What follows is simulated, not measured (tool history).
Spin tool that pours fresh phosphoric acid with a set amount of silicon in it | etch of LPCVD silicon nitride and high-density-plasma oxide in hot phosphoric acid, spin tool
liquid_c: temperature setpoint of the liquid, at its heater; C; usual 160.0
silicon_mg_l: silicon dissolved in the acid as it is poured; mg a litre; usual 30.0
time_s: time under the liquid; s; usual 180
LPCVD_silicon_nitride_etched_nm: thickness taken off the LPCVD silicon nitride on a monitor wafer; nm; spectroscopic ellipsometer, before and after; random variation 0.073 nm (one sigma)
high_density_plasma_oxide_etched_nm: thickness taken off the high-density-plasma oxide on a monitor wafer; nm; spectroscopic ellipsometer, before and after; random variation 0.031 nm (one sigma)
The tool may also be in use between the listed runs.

run,hour,liquid_c,silicon_mg_l,time_s,wafers since the last listed run,hours since the thermometer was replaced,hours since the dissolved silicon flow meter was replaced,hours since the heated supply line was repaired,hours since the gauge calibration,"read-back film thickness of the LPCVD silicon nitride reference wafer, read on the same gauge (nm)","read-back film thickness of the high-density-plasma oxide reference wafer, read on the same gauge (nm)",LPCVD_silicon_nitride_etched_nm,high_density_plasma_oxide_etched_nm
1,0.0,160.0,30.0,180,0,1949.0,84.4,12.7,309.9,49.99,39.995,14.30,0.338
# hour 6.9: thermometer replaced
2,25.2,158.5,22.0,255,224,18.3,109.6,37.9,335.1,50.00,40.037,19.14,0.552
3,40.6,160.0,30.0,180,142,33.7,125.0,53.3,350.5,49.98,39.994,14.17,0.380
4,70.3,160.0,30.0,180,275,63.4,154.7,83.0,380.2,50.04,39.985,14.18,0.397
5,89.0,160.0,47.5,95,173,82.1,173.4,101.7,398.9,50.01,40.007,7.50,0.093
6,101.8,160.0,30.0,95,118,94.9,186.2,114.5,411.7,49.98,39.960,7.47,0.181
7,176.1,160.0,7.0,180,688,169.2,260.5,188.8,486.0,49.98,40.034,14.11,0.699
8,193.4,161.5,50.0,225,160,186.5,277.8,206.1,503.3,50.02,39.992,18.63,0.216
9,208.6,160.0,30.0,180,140,201.7,293.0,221.3,518.5,50.01,40.005,14.27,0.374
10,283.3,162.5,23.0,110,691,276.4,367.7,296.0,593.2,49.98,39.994,9.34,0.340
11,307.5,162.5,45.0,245,224,300.6,391.9,320.2,617.4,50.02,39.975,20.55,0.252
12,328.1,162.5,40.5,230,190,321.2,412.5,340.8,638.0,50.00,39.971,19.50,0.276
13,346.3,159.0,14.5,85,168,339.4,430.7,359.0,656.2,49.98,39.970,6.42,0.224
14,371.8,160.0,30.0,95,236,364.9,456.2,384.5,681.7,50.02,40.008,7.37,0.194
15,397.5,160.0,30.0,110,238,390.6,481.9,410.2,707.4,49.99,39.986,8.51,0.230
16,431.3,160.0,17.5,85,313,424.4,515.7,444.0,741.2,50.01,39.978,6.60,0.257
# hour 438.3: dissolved silicon flow meter replaced
17,444.5,158.5,30.0,120,113,437.6,6.2,457.2,754.4,50.00,39.998,8.86,0.218
18,457.8,161.0,48.5,130,123,450.9,19.5,470.5,767.7,50.01,40.023,10.35,0.104
19,490.5,161.5,30.0,210,302,483.6,52.2,503.2,800.4,49.98,40.021,17.13,0.468
# hour 519.6: gauge calibrated
20,524.2,158.5,21.5,230,312,517.3,85.9,536.9,4.6,50.05,40.031,16.87,0.498
21,558.2,157.0,44.5,180,314,551.3,119.9,570.9,38.6,50.01,40.020,12.56,0.114
22,574.3,160.0,30.0,180,149,567.4,136.0,587.0,54.7,50.00,40.001,13.82,0.299

The tool's hidden state at each run:
liquid hotter than its thermometer reads (K): 0 in every run
dissolved silicon flow above the setpoint (%): 0 in every run
gauge reads high (%): 0 in every run
H1: temperature lost on the way to the wafer (K)
run,H1
1,0.153
2,0.188
3,0.21
4,0.252
5,0.279
6,0.297
7,0.402
8,0.427
9,0.448
10,0.554
11,0.589
12,0.618
13,0.644
14,0.68
15,0.716
16,0.764
17,0.783
18,0.802
19,0.848
20,0.896
21,0.944
22,0.967

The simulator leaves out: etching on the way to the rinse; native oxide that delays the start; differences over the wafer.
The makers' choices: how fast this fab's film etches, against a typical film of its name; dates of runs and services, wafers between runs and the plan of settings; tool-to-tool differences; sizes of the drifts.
